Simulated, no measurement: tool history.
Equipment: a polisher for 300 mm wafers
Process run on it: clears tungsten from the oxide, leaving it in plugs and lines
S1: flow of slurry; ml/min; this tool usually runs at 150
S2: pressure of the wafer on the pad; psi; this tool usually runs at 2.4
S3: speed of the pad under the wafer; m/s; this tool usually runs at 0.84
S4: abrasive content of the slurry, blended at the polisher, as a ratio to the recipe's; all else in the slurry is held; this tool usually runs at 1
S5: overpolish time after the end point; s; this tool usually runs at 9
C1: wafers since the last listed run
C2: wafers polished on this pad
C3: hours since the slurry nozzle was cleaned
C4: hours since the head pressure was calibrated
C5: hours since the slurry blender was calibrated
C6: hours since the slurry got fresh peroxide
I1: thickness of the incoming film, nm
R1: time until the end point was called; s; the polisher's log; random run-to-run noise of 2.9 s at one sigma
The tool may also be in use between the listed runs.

| run | hour | S1 | S2 | S3 | S4 | S5 | C1 | C2 | C3 | C4 | C5 | C6 | I1 | R1 |
|---|---|---|---|---|---|---|---|---|---|---|---|---|---|---|
| 1 | 0 | 150 | 2.4 | 0.84 | 1 | 9 | 0 | 1086 | 617.2 | 11 | 155.9 | 597.9 | 350.9 | 148.8 |
|  | 20.7 | slurry tank refilled with fresh slurry and peroxide |
| 2 | 63.3 | 150 | 2.4 | 0.84 | 1 | 9 | 262 | 1349 | 680.5 | 74.3 | 219.2 | 42.6 | 353.9 | 154.8 |
|  | 68.4 | slurry nozzle cleaned |
| 3 | 140.1 | 150 | 2.4 | 0.84 | 1.15 | 9 | 319 | 1668 | 71.7 | 151.1 | 296 | 119.4 | 351.6 | 144 |
| 4 | 205.7 | 150 | 2.4 | 0.84 | 1.15 | 9 | 276 | 1945 | 137.3 | 216.7 | 361.6 | 185 | 352 | 151 |
| 5 | 297.2 | 150 | 2.4 | 0.84 | 1.15 | 9 | 386 | 2331 | 228.8 | 308.2 | 453.1 | 276.5 | 346.9 | 144.8 |
|  | 312.6 | slurry blender recalibrated |
|  | 368.1 | worn pad replaced by a new one |
| 6 | 377.5 | 150 | 2.4 | 0.84 | 1 | 9 | 313 | 39 | 309.1 | 388.5 | 64.9 | 356.8 | 352.9 | 152.9 |
| 7 | 442.6 | 150 | 2.4 | 0.84 | 1 | 9 | 274 | 314 | 374.2 | 453.6 | 130 | 421.9 | 352.4 | 154.6 |
| 8 | 499.2 | 150 | 2.4 | 0.84 | 1 | 9 | 238 | 553 | 430.8 | 510.2 | 186.6 | 478.5 | 354 | 148.8 |
|  | 530.8 | slurry tank refilled with fresh slurry and peroxide |
| 9 | 601 | 150 | 2.4 | 0.84 | 1 | 9 | 425 | 978 | 532.6 | 612 | 288.4 | 70.2 | 351.3 | 157.1 |
| 10 | 704.1 | 150 | 2.4 | 0.84 | 1 | 9 | 435 | 1413 | 635.7 | 715.1 | 391.5 | 173.3 | 348.6 | 152.8 |
|  | 775.3 | slurry nozzle cleaned |
| 11 | 803.3 | 150 | 2.4 | 0.84 | 1 | 9 | 414 | 1827 | 28 | 814.3 | 490.7 | 272.5 | 346.9 | 153.5 |
|  | 841.2 | worn pad replaced by a new one |
|  | 841.2 | slurry blender recalibrated |
| 12 | 898.7 | 115 | 1.8 | 0.7 | 1 | 12 | 394 | 242 | 123.4 | 909.7 | 57.5 | 367.9 | 353.8 | 250.9 |
| 13 | 968.1 | 150 | 2.4 | 0.84 | 0.8 | 9 | 292 | 535 | 192.8 | 979.1 | 126.9 | 437.3 | 346.5 | 166.9 |
|  | 1096.9 | slurry tank refilled with fresh slurry and peroxide |
|  | 1137.5 | head pressure recalibrated |
| 14 | 1211.9 | 150 | 2.4 | 0.84 | 1 | 9 | 1016 | 1551 | 436.6 | 74.4 | 370.7 | 115 | 348.9 | 148.9 |
| 15 | 1286 | 150 | 3 | 0.84 | 1 | 9 | 312 | 1864 | 510.7 | 148.5 | 444.8 | 189.1 | 345.2 | 116.2 |
| 16 | 1337.3 | 115 | 2.4 | 0.84 | 1 | 14 | 216 | 2080 | 562 | 199.8 | 496.1 | 240.4 | 351.7 | 152.2 |
|  | 1362.5 | worn pad replaced by a new one |
|  | 1407.1 | slurry nozzle cleaned |
|  | 1442.6 | slurry blender recalibrated |
| 17 | 1498.2 | 105 | 1.7 | 0.84 | 1 | 13 | 649 | 559 | 91.1 | 360.7 | 55.6 | 401.3 | 352.1 | 223.3 |
| 18 | 1589.4 | 150 | 2.4 | 0.84 | 1 | 9 | 384 | 944 | 182.3 | 451.9 | 146.8 | 492.5 | 345.4 | 150.2 |
|  | 1650.3 | slurry tank refilled with fresh slurry and peroxide |
| 19 | 1666.1 | 150 | 2.4 | 0.84 | 1 | 9 | 319 | 1263 | 259 | 528.6 | 223.5 | 15.8 | 342.5 | 148.7 |
| 20 | 1771.5 | 150 | 2.4 | 0.84 | 1 | 9 | 444 | 1708 | 364.4 | 634 | 328.9 | 121.2 | 343.3 | 151.4 |
|  | 1915 | slurry blender recalibrated |
|  | 1931.8 | worn pad replaced by a new one |
| 21 | 1953.3 | 150 | 3 | 0.84 | 1 | 9 | 741 | 90 | 546.2 | 815.8 | 38.3 | 303 | 342.4 | 125.1 |
| 22 | 1993.9 | 150 | 1.9 | 0.7 | 0.8 | 12 | 171 | 261 | 586.8 | 856.4 | 78.9 | 343.6 | 346.2 | 246 |
| 23 | 2130.3 | 150 | 2.4 | 0.84 | 1 | 9 | 575 | 837 | 723.2 | 992.8 | 215.3 | 480 | 342.1 | 156.2 |
|  | 2164.8 | slurry nozzle cleaned |
| 24 | 2211.9 | 150 | 2 | 0.6 | 1 | 9 | 340 | 1177 | 47.1 | 1074.4 | 296.9 | 561.6 | 352.7 | 250.8 |
| 25 | 2260.9 | 185 | 2.2 | 0.84 | 1 | 9 | 206 | 1384 | 96.1 | 1123.4 | 345.9 | 610.6 | 349.9 | 172.9 |
|  | 2281.2 | slurry tank refilled with fresh slurry and peroxide |
| 26 | 2343.9 | 135 | 2.7 | 0.84 | 1.1 | 9 | 345 | 1730 | 179.1 | 1206.4 | 428.9 | 62.7 | 347.5 | 147.2 |

Predict each of these 3 candidate next runs independently; none follows another, all start after run 26:
| A | 2344.4 | 150 | 2.4 | 0.84 | 1 | 9 | 2 | 1732 | 179.6 | 1206.9 | 429.4 | 63.2 | 343.3 | ? |
| B | 2344.4 | 190 | 2.4 | 0.84 | 1 | 9 | 2 | 1732 | 179.6 | 1206.9 | 429.4 | 63.2 | 343.3 | ? |
| C | 2344.4 | 150 | 2 | 0.84 | 1 | 9 | 2 | 1732 | 179.6 | 1206.9 | 429.4 | 63.2 | 343.3 | ? |

| run | R1 |
|---|---|
| A | 163.2 |
| B | 159.2 |
| C | 195.9 |
Had the tool no hidden state, the same runs would have come out as:
| run | R1 |
|---|---|
| A | 145 |
| B | 141.4 |
| C | 174 |
